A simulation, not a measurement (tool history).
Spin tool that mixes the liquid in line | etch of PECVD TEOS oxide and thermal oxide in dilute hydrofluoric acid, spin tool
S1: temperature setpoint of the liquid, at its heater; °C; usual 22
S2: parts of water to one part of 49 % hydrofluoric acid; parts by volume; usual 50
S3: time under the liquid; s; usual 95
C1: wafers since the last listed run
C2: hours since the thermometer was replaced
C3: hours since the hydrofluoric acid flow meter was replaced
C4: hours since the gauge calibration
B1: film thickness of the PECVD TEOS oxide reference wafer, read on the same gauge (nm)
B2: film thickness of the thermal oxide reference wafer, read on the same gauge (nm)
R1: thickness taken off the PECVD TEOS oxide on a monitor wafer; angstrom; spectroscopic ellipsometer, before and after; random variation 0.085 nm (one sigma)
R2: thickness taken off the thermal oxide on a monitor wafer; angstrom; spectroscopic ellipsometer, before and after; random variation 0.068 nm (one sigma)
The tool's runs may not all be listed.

run 1 day=0 | S1=22 S2=50 S3=95 | C1=0 C2=2345.3 C3=1983.7 C4=192.8 | B1=80.02 B2=119.95 | R1=224 R2=82.5
run 2 day=2.058 | S1=22 S2=50 S3=95 | C1=404 C2=2394.7 C3=2033.1 C4=242.2 | B1=79.99 B2=119.99 | R1=222.4 R2=82.9
run 3 day=2.379 | S1=22 S2=50 S3=95 | C1=63 C2=2402.4 C3=2040.8 C4=249.9 | B1=80.01 B2=120.02 | R1=222.8 R2=82.7
run 4 day=2.696 | S1=22 S2=50 S3=80 | C1=62 C2=2410 C3=2048.4 C4=257.5 | B1=79.99 B2=119.99 | R1=186.8 R2=69.3
run 5 day=3.312 | S1=22 S2=50 S3=80 | C1=121 C2=2424.8 C3=2063.2 C4=272.3 | B1=80 B2=120.01 | R1=186.7 R2=69.3
run 6 day=3.708 | S1=22 S2=50 S3=80 | C1=77 C2=2434.3 C3=2072.7 C4=281.8 | B1=80.01 B2=120.03 | R1=188 R2=70
-- day=3.808 hydrofluoric acid flow meter replaced
run 7 day=4.025 | S1=22 S2=50 S3=95 | C1=54 C2=2441.9 C3=5.2 C4=289.4 | B1=80 B2=119.95 | R1=251.1 R2=92.2
run 8 day=4.488 | S1=22 S2=30 S3=95 | C1=90 C2=2453 C3=16.3 C4=300.5 | B1=80.01 B2=120.03 | R1=427 R2=160.2
run 9 day=4.925 | S1=22 S2=30 S3=95 | C1=85 C2=2463.5 C3=26.8 C4=311 | B1=80.01 B2=119.99 | R1=427.4 R2=156.1
-- day=5.421 gauge calibrated
run 10 day=5.454 | S1=20 S2=35 S3=95 | C1=103 C2=2476.2 C3=39.5 C4=0.8 | B1=79.99 B2=119.99 | R1=334 R2=124.8
run 11 day=5.933 | S1=22 S2=50 S3=95 | C1=94 C2=2487.7 C3=51 C4=12.3 | B1=80.01 B2=120 | R1=249.2 R2=93.2
run 12 day=6.45 | S1=19 S2=70 S3=75 | C1=101 C2=2500.1 C3=63.4 C4=24.7 | B1=80 B2=120 | R1=120.5 R2=44.3
run 13 day=6.771 | S1=22 S2=40 S3=95 | C1=63 C2=2507.8 C3=71.1 C4=32.4 | B1=79.98 B2=119.98 | R1=315.8 R2=116.5
run 14 day=7.475 | S1=24.5 S2=40 S3=95 | C1=138 C2=2524.7 C3=88 C4=49.3 | B1=79.98 B2=119.99 | R1=349.6 R2=130.9
run 15 day=8.188 | S1=22 S2=60 S3=95 | C1=139 C2=2541.8 C3=105.1 C4=66.4 | B1=80 B2=120.01 | R1=204.1 R2=77.3

Run 16 comes next. What will it give?
-- day=9.096 thermometer replaced
run 16 day=9.117 | S1=22 S2=50 S3=95 | C1=174 C2=0.5 C3=127.4 C4=88.7 | B1=? B2=? | R1=? R2=?

Run 16 gave B1 80, B2 120.02, R1 248.3 angstrom, R2 91.8 angstrom.
Without the tool's hidden state the same run would have given R1 251.8 angstrom, R2 93.1 angstrom.

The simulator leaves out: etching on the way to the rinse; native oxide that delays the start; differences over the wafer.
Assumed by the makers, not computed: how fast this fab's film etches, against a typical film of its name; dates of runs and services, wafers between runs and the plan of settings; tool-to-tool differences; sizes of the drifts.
